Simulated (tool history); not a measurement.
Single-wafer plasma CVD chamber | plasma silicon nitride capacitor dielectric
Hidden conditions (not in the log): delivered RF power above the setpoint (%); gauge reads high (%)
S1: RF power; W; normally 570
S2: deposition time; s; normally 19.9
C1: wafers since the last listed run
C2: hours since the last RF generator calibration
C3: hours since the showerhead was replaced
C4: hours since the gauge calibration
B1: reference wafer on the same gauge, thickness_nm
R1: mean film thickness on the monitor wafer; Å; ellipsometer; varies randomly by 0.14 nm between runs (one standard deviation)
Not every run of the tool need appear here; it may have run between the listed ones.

run    hour   S1    S2    C1      C2      C3      C4      B1      R1
  1       0  570  19.9     0  1412.9  1574.7   394.3  37.897  336.96
  2    46.2  535  22.4   872  1459.1  1620.9   440.5  37.903  370.57
  3    81.6  535  22.4   668  1494.5  1656.3   475.9  37.861  373.26
  4   122.5  570  20.7   772  1535.4  1697.2   516.8  37.907  350.04
  5     188  570  20.7  1237  1600.9  1762.7   582.3  37.904  352.43
  6   238.4  570  20.7   952  1651.3  1813.1   632.7  37.925  352.05
  7   275.8  645  21.8   706  1688.7  1850.5   670.1  37.871  381.13
  8   316.1  645  21.8   761    1729  1890.8   710.4  37.903  380.33
  9   369.7  645  21.8  1012  1782.6  1944.4     764   37.88  380.78
 10   449.1  660  17.2  1500    1862  2023.8   843.4  37.913  299.09
 11   488.3  660  17.2   740  1901.2    2063   882.6  37.939  301.67
 12   547.1  660  17.2  1110    1960  2121.8   941.4  37.886   303.9
 13   602.4  570  19.9  1044  2015.3  2177.1   996.7  37.926  336.84
 14   657.5  570  19.9  1041  2070.4  2232.2  1051.8  37.876  336.54
 15   703.5  570  20.9   869  2116.4  2278.2  1097.8  37.895  352.64
 16   753.4  570  20.9   942  2166.3  2328.1  1147.7  37.893  351.28
 17   815.7  570  20.9  1177  2228.6  2390.4    1210  37.901  354.09
 18   847.3  570  22.4   597  2260.2    2422  1241.6  37.929  380.48
 19   918.5  615  21.6  1345  2331.4  2493.2  1312.8  37.885   371.4
 20   980.6  680  21.8  1173  2393.5  2555.3  1374.9  37.907  386.32
 21  1015.5  510  18.2   659  2428.4  2590.2  1409.8  37.861  303.07
 22  1039.6  515    17   455  2452.5  2614.3  1433.9  37.863  282.14
 23  1090.5  570  20.7   961  2503.4  2665.2  1484.8  37.917  349.84
     1134.6  -- gauge calibrated
     1149.9  -- RF generator calibrated
 24  1159.9  570  19.9  1160      10  2734.6    25.3  37.891  334.08
 25    1209  495    18   927    59.1  2783.7    74.4  37.899  294.11
 26  1272.8  470  18.4  1205   122.9  2847.5   138.2  37.863  292.83
 27  1314.9  570  19.9   795     165  2889.6   180.3  37.893  332.74
     1341.6  -- showerhead replaced
 28  1342.1  505  17.6   362   192.2     0.5   207.5  37.897  285.94
 29  1380.7  570    22   729   230.8    39.1   246.1  37.902  368.23
 30  1441.5  620  18.5  1148   291.6    99.9   306.9  37.896  315.28
     1457.6  -- RF generator calibrated, repeated, since the last time left the tool worse
 31  1507.5  535  22.4  1095    49.9   165.9   372.9  37.904  378.46
 32    1543  535    16   670    85.4   201.4   408.4  37.905  270.75
 33  1596.2  520  18.3  1005   138.6   254.6   461.6  37.864  306.63
 34  1633.1  570  16.2   697   175.5   291.5   498.5  37.877  276.43
 35  1700.8  615  18.1  1279   243.2   359.2   566.2  37.909  316.18
 36  1738.8  570  19.9   717   281.2   397.2   604.2  37.839  340.78
 37  1790.9  540  22.5   984   333.3   449.3   656.3    37.9  378.53
 38  1835.4  495  22.7   840   377.8   493.8   700.8  37.894  374.93
 39  1878.2  480  19.9   808   420.6   536.6   743.6    37.9  327.78
 40  1913.6  570  18.7   668     456     572     779  37.885  317.96
 41  1958.2  460  23.1   842   500.6   616.6   823.6  37.901  374.84
 42  2009.5  470  19.9   969   551.9   667.9   874.9  37.871   324.6
 43  2062.5  625  22.4  1001   604.9   720.9   927.9   37.89     392

Measured less the same run without the tool's hidden state. The same run-to-run variation is in both; the gauge's scatter may not be:
run     R1
  1  -4.11
  2  -4.57
  3  -4.64
  4  -4.38
  5  -4.47
  6   -4.5
  7   -4.9
  8  -4.92
  9  -4.97
 10  -3.93
 11  -3.99
 12  -4.04
 13  -4.51
 14  -4.53
 15  -4.76
 16  -4.76
 17  -4.83
 18   -5.2
 19   -5.1
 20  -5.32
 21  -4.19
 22   -3.9
 23  -4.85
 24  -7.39
 25  -6.76
 26  -7.05
 27  -8.23
 28  -7.19
 29  -9.46
 30  -8.36
 31  -0.59
 32  -0.57
 33  -0.89
 34  -0.95
 35  -1.37
 36  -1.63
 37  -2.04
 38   -2.2
 39  -2.07
 40  -2.13
 41  -2.66
 42  -2.45
 43  -3.13

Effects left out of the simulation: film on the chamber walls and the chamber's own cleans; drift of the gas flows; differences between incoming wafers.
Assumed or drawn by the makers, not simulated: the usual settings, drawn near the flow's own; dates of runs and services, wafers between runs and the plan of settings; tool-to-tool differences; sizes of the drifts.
